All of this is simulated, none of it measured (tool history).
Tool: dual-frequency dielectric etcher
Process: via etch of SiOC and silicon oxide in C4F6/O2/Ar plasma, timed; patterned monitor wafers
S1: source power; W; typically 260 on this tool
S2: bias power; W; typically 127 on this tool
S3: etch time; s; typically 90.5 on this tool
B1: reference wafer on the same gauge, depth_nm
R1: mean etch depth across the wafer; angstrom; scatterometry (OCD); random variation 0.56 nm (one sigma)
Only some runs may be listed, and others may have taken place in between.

run    hour   S1   S2     S3     B1    R1
  1     0.0  260  127   90.5   99.7   844
  2    44.0  260  127   90.5  100.2   846
  3    80.1  260  116   90.5  100.0   819
  4   183.8  260  127   90.5  100.1   848
  5   286.5  260  127   90.5  100.2   849
  6   339.7  260  137   90.5   99.9   863
  7   383.2  260  137   90.5  100.0   851
  8   453.4  260  137   90.5  100.1   863
      485.6  -- wet clean of the chamber
  9   494.5  240  127   90.5  100.0   825
 10   557.6  240  127   90.5  100.3   812
 11   613.2  240  127   90.5  100.0   819
      699.1  -- upper electrode replaced
 12   702.2  290  127   90.5  100.3   875
 13   744.8  290  127   90.5  100.5   873
      826.8  -- source power generator calibrated
 14   838.1  290  127   90.5  100.4   861
      844.5  -- gauge calibrated
 15   924.8  310  127   68.0  100.4   682
 16  1005.7  240  127   90.5  100.0   820
     1058.7  -- wet clean of the chamber
 17  1084.8  310  138   90.5  100.2   914
 18  1147.9  260  142  105.0  100.4  1012
 19  1193.4  260  127   90.5  100.1   836
 20  1235.9  260  127  109.5  100.3  1025
 21  1325.9  260  100   73.5  100.3   647
 22  1370.2  260  127   77.5  100.3   730
     1485.0  -- wet clean of the chamber
 23  1485.5  220   97  103.0   99.7   846

Run 24 comes next. What will it give?
     1523.2  -- bias power generator calibrated
 24  1530.7  220  105  81.0   ?   ?

B1: 100.2
R1: 684 angstrom
Had the tool carried no hidden state, the very same run would have given R1 684 angstrom.
